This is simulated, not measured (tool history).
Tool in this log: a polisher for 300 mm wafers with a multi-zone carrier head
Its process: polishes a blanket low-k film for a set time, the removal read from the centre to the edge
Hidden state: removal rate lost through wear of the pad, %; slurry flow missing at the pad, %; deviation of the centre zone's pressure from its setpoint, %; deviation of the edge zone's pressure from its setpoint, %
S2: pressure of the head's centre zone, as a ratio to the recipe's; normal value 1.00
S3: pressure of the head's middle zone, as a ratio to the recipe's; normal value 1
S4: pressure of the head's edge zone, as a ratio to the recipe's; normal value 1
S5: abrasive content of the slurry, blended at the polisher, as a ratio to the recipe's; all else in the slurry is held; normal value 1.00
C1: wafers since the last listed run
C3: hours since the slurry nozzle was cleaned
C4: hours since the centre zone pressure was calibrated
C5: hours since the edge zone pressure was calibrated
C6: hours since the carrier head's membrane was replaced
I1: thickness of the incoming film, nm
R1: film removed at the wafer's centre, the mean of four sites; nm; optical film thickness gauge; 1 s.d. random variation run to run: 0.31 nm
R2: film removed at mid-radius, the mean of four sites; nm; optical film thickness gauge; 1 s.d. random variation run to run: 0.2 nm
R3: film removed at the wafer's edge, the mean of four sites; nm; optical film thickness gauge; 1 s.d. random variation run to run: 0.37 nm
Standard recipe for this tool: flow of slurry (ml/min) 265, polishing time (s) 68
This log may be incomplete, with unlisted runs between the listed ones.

{"run": 1, "hour": 0.0, "flow of slurry (ml/min)": 265, "S2": 1.0, "S3": 1, "S4": 1, "S5": 1.0, "polishing time (s)": 52, "C1": 0, "wafers polished on this pad": 853, "C3": 505.3, "C4": 497.5, "C5": 484.8, "C6": 1575.3, "I1": 783.0, "R1": 22.1, "R2": 22.3, "R3": 23.0}
{"run": 2, "hour": 12.3, "flow of slurry (ml/min)": 265, "S2": 1.0, "S3": 1, "S4": 1, "S5": 1.0, "polishing time (s)": 52, "C1": 135, "wafers polished on this pad": 988, "C3": 517.6, "C4": 509.8, "C5": 497.1, "C6": 1587.6, "I1": 781.5, "R1": 21.7, "R2": 22.1, "R3": 22.6}
{"hour": 19.1, "done": "worn pad replaced by a new one"}
{"run": 3, "hour": 20.3, "flow of slurry (ml/min)": 265, "S2": 1.0, "S3": 1, "S4": 1, "S5": 1.0, "polishing time (s)": 52, "C1": 44, "wafers polished on this pad": 13, "C3": 525.6, "C4": 517.8, "C5": 505.1, "C6": 1595.6, "I1": 784.6, "R1": 22.2, "R2": 22.5, "R3": 22.4}
{"run": 4, "hour": 31.9, "flow of slurry (ml/min)": 265, "S2": 1.0, "S3": 1, "S4": 1, "S5": 1.2, "polishing time (s)": 68, "C1": 127, "wafers polished on this pad": 140, "C3": 537.2, "C4": 529.4, "C5": 516.7, "C6": 1607.2, "I1": 785.7, "R1": 30.7, "R2": 31.6, "R3": 31.4}
{"run": 5, "hour": 49.7, "flow of slurry (ml/min)": 265, "S2": 1.0, "S3": 1, "S4": 1, "S5": 1.2, "polishing time (s)": 68, "C1": 195, "wafers polished on this pad": 336, "C3": 555.0, "C4": 547.2, "C5": 534.5, "C6": 1625.0, "I1": 775.1, "R1": 31.2, "R2": 31.7, "R3": 31.3}
{"run": 6, "hour": 56.3, "flow of slurry (ml/min)": 265, "S2": 1.0, "S3": 1, "S4": 1, "S5": 1.0, "polishing time (s)": 68, "C1": 72, "wafers polished on this pad": 409, "C3": 561.6, "C4": 553.8, "C5": 541.1, "C6": 1631.6, "I1": 783.6, "R1": 28.7, "R2": 29.3, "R3": 29.6}
{"hour": 70.4, "done": "slurry nozzle cleaned"}
{"hour": 74.3, "done": "centre zone pressure recalibrated"}
{"run": 7, "hour": 74.8, "flow of slurry (ml/min)": 265, "S2": 1.0, "S3": 1, "S4": 1, "S5": 1.0, "polishing time (s)": 68, "C1": 170, "wafers polished on this pad": 580, "C3": 4.4, "C4": 0.5, "C5": 559.6, "C6": 1650.1, "I1": 776.0, "R1": 29.4, "R2": 29.5, "R3": 29.6}
{"run": 8, "hour": 89.1, "flow of slurry (ml/min)": 265, "S2": 1.0, "S3": 1, "S4": 1, "S5": 1.0, "polishing time (s)": 68, "C1": 157, "wafers polished on this pad": 737, "C3": 18.7, "C4": 14.8, "C5": 573.9, "C6": 1664.4, "I1": 769.2, "R1": 28.9, "R2": 29.5, "R3": 29.0}
{"hour": 96.0, "done": "carrier head's membrane replaced by a new one"}
{"hour": 101.2, "done": "edge zone pressure recalibrated"}
{"run": 9, "hour": 101.7, "flow of slurry (ml/min)": 185, "S2": 1.0, "S3": 1, "S4": 1, "S5": 1.0, "polishing time (s)": 68, "C1": 61, "wafers polished on this pad": 799, "C3": 31.3, "C4": 27.4, "C5": 0.5, "C6": 5.7, "I1": 776.0, "R1": 27.4, "R2": 27.9, "R3": 28.6}
{"hour": 119.7, "done": "worn pad replaced by a new one"}
{"run": 10, "hour": 120.2, "flow of slurry (ml/min)": 200, "S2": 1.0, "S3": 1, "S4": 1, "S5": 1.0, "polishing time (s)": 68, "C1": 159, "wafers polished on this pad": 5, "C3": 49.8, "C4": 45.9, "C5": 19.0, "C6": 24.2, "I1": 772.0, "R1": 27.4, "R2": 28.3, "R3": 28.2}
{"run": 11, "hour": 164.3, "flow of slurry (ml/min)": 265, "S2": 1.0, "S3": 1, "S4": 1, "S5": 1.0, "polishing time (s)": 52, "C1": 485, "wafers polished on this pad": 491, "C3": 93.9, "C4": 90.0, "C5": 63.1, "C6": 68.3, "I1": 770.4, "R1": 22.3, "R2": 22.2, "R3": 22.4}
{"run": 12, "hour": 171.2, "flow of slurry (ml/min)": 265, "S2": 1.0, "S3": 1, "S4": 1, "S5": 1.0, "polishing time (s)": 49, "C1": 75, "wafers polished on this pad": 567, "C3": 100.8, "C4": 96.9, "C5": 70.0, "C6": 75.2, "I1": 784.8, "R1": 20.8, "R2": 21.2, "R3": 21.3}
{"run": 13, "hour": 183.9, "flow of slurry (ml/min)": 265, "S2": 1.0, "S3": 1, "S4": 1, "S5": 0.85, "polishing time (s)": 45, "C1": 139, "wafers polished on this pad": 707, "C3": 113.5, "C4": 109.6, "C5": 82.7, "C6": 87.9, "I1": 779.6, "R1": 18.1, "R2": 18.1, "R3": 18.0}
{"run": 14, "hour": 200.9, "flow of slurry (ml/min)": 315, "S2": 1.0, "S3": 1, "S4": 1, "S5": 1.0, "polishing time (s)": 68, "C1": 187, "wafers polished on this pad": 894, "C3": 130.5, "C4": 126.6, "C5": 99.7, "C6": 104.9, "I1": 785.8, "R1": 29.4, "R2": 30.0, "R3": 29.6}
{"hour": 209.0, "done": "worn pad replaced by a new one"}
{"run": 15, "hour": 214.5, "flow of slurry (ml/min)": 265, "S2": 1.0, "S3": 1, "S4": 1, "S5": 1.0, "polishing time (s)": 58, "C1": 105, "wafers polished on this pad": 60, "C3": 144.1, "C4": 140.2, "C5": 113.3, "C6": 118.5, "I1": 784.1, "R1": 25.1, "R2": 25.1, "R3": 25.5}
{"run": 16, "hour": 222.0, "flow of slurry (ml/min)": 265, "S2": 1.0, "S3": 1, "S4": 1, "S5": 1.0, "polishing time (s)": 52, "C1": 82, "wafers polished on this pad": 143, "C3": 151.6, "C4": 147.7, "C5": 120.8, "C6": 126.0, "I1": 787.5, "R1": 22.6, "R2": 22.5, "R3": 22.8}

List, for all runs, the conditions of the tool that the log does not record:
removal rate lost through wear of the pad, %: 0 in every run
slurry flow missing at the pad, %: 0 in every run
deviation of the centre zone's pressure from its setpoint, %: 0 in every run
deviation of the edge zone's pressure from its setpoint, %: 0 in every run
